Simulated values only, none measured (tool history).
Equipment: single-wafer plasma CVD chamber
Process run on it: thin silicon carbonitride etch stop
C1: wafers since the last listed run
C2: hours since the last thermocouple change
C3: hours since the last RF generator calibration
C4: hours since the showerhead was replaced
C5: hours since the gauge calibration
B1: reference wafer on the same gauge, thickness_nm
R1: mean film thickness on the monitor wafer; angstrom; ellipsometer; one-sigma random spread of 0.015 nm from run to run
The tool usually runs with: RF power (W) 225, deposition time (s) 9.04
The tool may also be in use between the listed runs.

run 1 day=0.000 | RF_power_(W)=225 deposition_time_(s)=10.13 | C1=0 C2=1036.5 C3=1434.9 C4=5447.0 C5=81.9 | B1=4.162 | R1=57.39
run 2 day=1.300 | RF_power_(W)=200 deposition_time_(s)=9.96 | C1=1057 C2=1067.7 C3=1466.1 C4=5478.2 C5=113.1 | B1=4.169 | R1=53.84
run 3 day=3.854 | RF_power_(W)=225 deposition_time_(s)=9.04 | C1=2077 C2=1129.0 C3=1527.4 C4=5539.5 C5=174.4 | B1=4.171 | R1=50.96
run 4 day=6.404 | RF_power_(W)=225 deposition_time_(s)=9.04 | C1=2074 C2=1190.2 C3=1588.6 C4=5600.7 C5=235.6 | B1=4.170 | R1=51.00
run 5 day=7.771 | RF_power_(W)=225 deposition_time_(s)=9.04 | C1=1111 C2=1223.0 C3=1621.4 C4=5633.5 C5=268.4 | B1=4.166 | R1=51.24
run 6 day=9.917 | RF_power_(W)=225 deposition_time_(s)=9.04 | C1=1745 C2=1274.5 C3=1672.9 C4=5685.0 C5=319.9 | B1=4.174 | R1=51.32
run 7 day=12.312 | RF_power_(W)=225 deposition_time_(s)=7.88 | C1=1948 C2=1332.0 C3=1730.4 C4=5742.5 C5=377.4 | B1=4.175 | R1=44.34
run 8 day=15.096 | RF_power_(W)=225 deposition_time_(s)=7.88 | C1=2263 C2=1398.8 C3=1797.2 C4=5809.3 C5=444.2 | B1=4.179 | R1=44.73
run 9 day=16.633 | RF_power_(W)=225 deposition_time_(s)=8.31 | C1=1250 C2=1435.7 C3=1834.1 C4=5846.2 C5=481.1 | B1=4.185 | R1=46.94
run 10 day=18.096 | RF_power_(W)=225 deposition_time_(s)=8.31 | C1=1189 C2=1470.8 C3=1869.2 C4=5881.3 C5=516.2 | B1=4.188 | R1=47.27
run 11 day=20.742 | RF_power_(W)=200 deposition_time_(s)=9.04 | C1=2152 C2=1534.3 C3=1932.7 C4=5944.8 C5=579.7 | B1=4.193 | R1=48.70
run 12 day=23.317 | RF_power_(W)=200 deposition_time_(s)=9.04 | C1=2094 C2=1596.1 C3=1994.5 C4=6006.6 C5=641.5 | B1=4.197 | R1=49.00
run 13 day=25.288 | RF_power_(W)=200 deposition_time_(s)=9.04 | C1=1602 C2=1643.4 C3=2041.8 C4=6053.9 C5=688.8 | B1=4.200 | R1=48.77
run 14 day=27.321 | RF_power_(W)=225 deposition_time_(s)=9.04 | C1=1653 C2=1692.2 C3=2090.6 C4=6102.7 C5=737.6 | B1=4.209 | R1=51.54
run 15 day=29.817 | RF_power_(W)=245 deposition_time_(s)=8.12 | C1=2030 C2=1752.1 C3=2150.5 C4=6162.6 C5=797.5 | B1=4.217 | R1=48.03
run 16 day=32.725 | RF_power_(W)=250 deposition_time_(s)=9.50 | C1=2365 C2=1821.9 C3=2220.3 C4=6232.4 C5=867.3 | B1=4.222 | R1=56.84
run 17 day=35.525 | RF_power_(W)=225 deposition_time_(s)=9.04 | C1=2277 C2=1889.1 C3=2287.5 C4=6299.6 C5=934.5 | B1=4.236 | R1=51.91
-- day=36.796 RF generator calibrated
run 18 day=37.554 | RF_power_(W)=225 deposition_time_(s)=9.04 | C1=1379 C2=1937.8 C3=18.2 C4=6348.3 C5=983.2 | B1=4.241 | R1=51.95
run 19 day=39.425 | RF_power_(W)=190 deposition_time_(s)=9.04 | C1=1521 C2=1982.7 C3=63.1 C4=6393.2 C5=1028.1 | B1=4.247 | R1=48.45
run 20 day=41.671 | RF_power_(W)=195 deposition_time_(s)=7.54 | C1=1826 C2=2036.6 C3=117.0 C4=6447.1 C5=1082.0 | B1=4.259 | R1=40.96
run 21 day=44.142 | RF_power_(W)=255 deposition_time_(s)=9.81 | C1=2009 C2=2095.9 C3=176.3 C4=6506.4 C5=1141.3 | B1=4.266 | R1=59.43
-- day=44.783 gauge calibrated
-- day=45.229 thermocouple changed; heater temperature recalibrated
run 22 day=46.004 | RF_power_(W)=200 deposition_time_(s)=9.96 | C1=1243 C2=18.6 C3=221.0 C4=6551.1 C5=29.3 | B1=4.169 | R1=53.84
-- day=46.504 showerhead replaced
run 23 day=48.267 | RF_power_(W)=185 deposition_time_(s)=8.25 | C1=1569 C2=72.9 C3=275.3 C4=42.3 C5=83.6 | B1=4.174 | R1=43.03
run 24 day=50.296 | RF_power_(W)=240 deposition_time_(s)=10.07 | C1=1650 C2=121.6 C3=324.0 C4=91.0 C5=132.3 | B1=4.170 | R1=58.43
run 25 day=51.621 | RF_power_(W)=190 deposition_time_(s)=9.04 | C1=1077 C2=153.4 C3=355.8 C4=122.8 C5=164.1 | B1=4.169 | R1=47.51
run 26 day=53.262 | RF_power_(W)=240 deposition_time_(s)=9.04 | C1=1335 C2=192.8 C3=395.2 C4=162.2 C5=203.5 | B1=4.174 | R1=52.39
run 27 day=56.162 | RF_power_(W)=225 deposition_time_(s)=10.13 | C1=2358 C2=262.4 C3=464.8 C4=231.8 C5=273.1 | B1=4.172 | R1=57.31
run 28 day=58.367 | RF_power_(W)=225 deposition_time_(s)=9.70 | C1=1792 C2=315.3 C3=517.7 C4=284.7 C5=326.0 | B1=4.180 | R1=54.93
run 29 day=66.067 | RF_power_(W)=225 deposition_time_(s)=9.04 | C1=6262 C2=500.1 C3=702.5 C4=469.5 C5=510.8 | B1=4.192 | R1=51.23
run 30 day=68.454 | RF_power_(W)=190 deposition_time_(s)=7.34 | C1=1941 C2=557.4 C3=759.8 C4=526.8 C5=568.1 | B1=4.190 | R1=38.86
run 31 day=69.804 | RF_power_(W)=225 deposition_time_(s)=7.93 | C1=1098 C2=589.8 C3=792.2 C4=559.2 C5=600.5 | B1=4.198 | R1=45.16
run 32 day=72.646 | RF_power_(W)=200 deposition_time_(s)=9.04 | C1=2311 C2=658.0 C3=860.4 C4=627.4 C5=668.7 | B1=4.201 | R1=49.25
run 33 day=74.479 | RF_power_(W)=240 deposition_time_(s)=7.57 | C1=1491 C2=702.0 C3=904.4 C4=671.4 C5=712.7 | B1=4.207 | R1=44.27
run 34 day=76.008 | RF_power_(W)=225 deposition_time_(s)=9.04 | C1=1243 C2=738.7 C3=941.1 C4=708.1 C5=749.4 | B1=4.214 | R1=51.71

The logged runs with the hidden state left out (each run's random variation unchanged):
The tool's hidden condition here consists of: wafer temperature above the value expected at the setpoint (K); delivered RF power above the setpoint (%); gauge reads high (%).
run=1 R1=57.29
run=2 R1=53.75
run=3 R1=50.85
run=4 R1=50.87
run=5 R1=51.09
run=6 R1=51.14
run=7 R1=44.15
run=8 R1=44.50
run=9 R1=46.67
run=10 R1=46.96
run=11 R1=48.32
run=12 R1=48.55
run=13 R1=48.27
run=14 R1=50.94
run=15 R1=47.39
run=16 R1=55.97
run=17 R1=51.00
run=18 R1=50.95
run=19 R1=47.44
run=20 R1=40.02
run=21 R1=57.93
run=22 R1=53.73
run=23 R1=42.93
run=24 R1=58.29
run=25 R1=47.39
run=26 R1=52.24
run=27 R1=57.11
run=28 R1=54.71
run=29 R1=50.88
run=30 R1=38.55
run=31 R1=44.77
run=32 R1=48.74
run=33 R1=43.77
run=34 R1=51.07

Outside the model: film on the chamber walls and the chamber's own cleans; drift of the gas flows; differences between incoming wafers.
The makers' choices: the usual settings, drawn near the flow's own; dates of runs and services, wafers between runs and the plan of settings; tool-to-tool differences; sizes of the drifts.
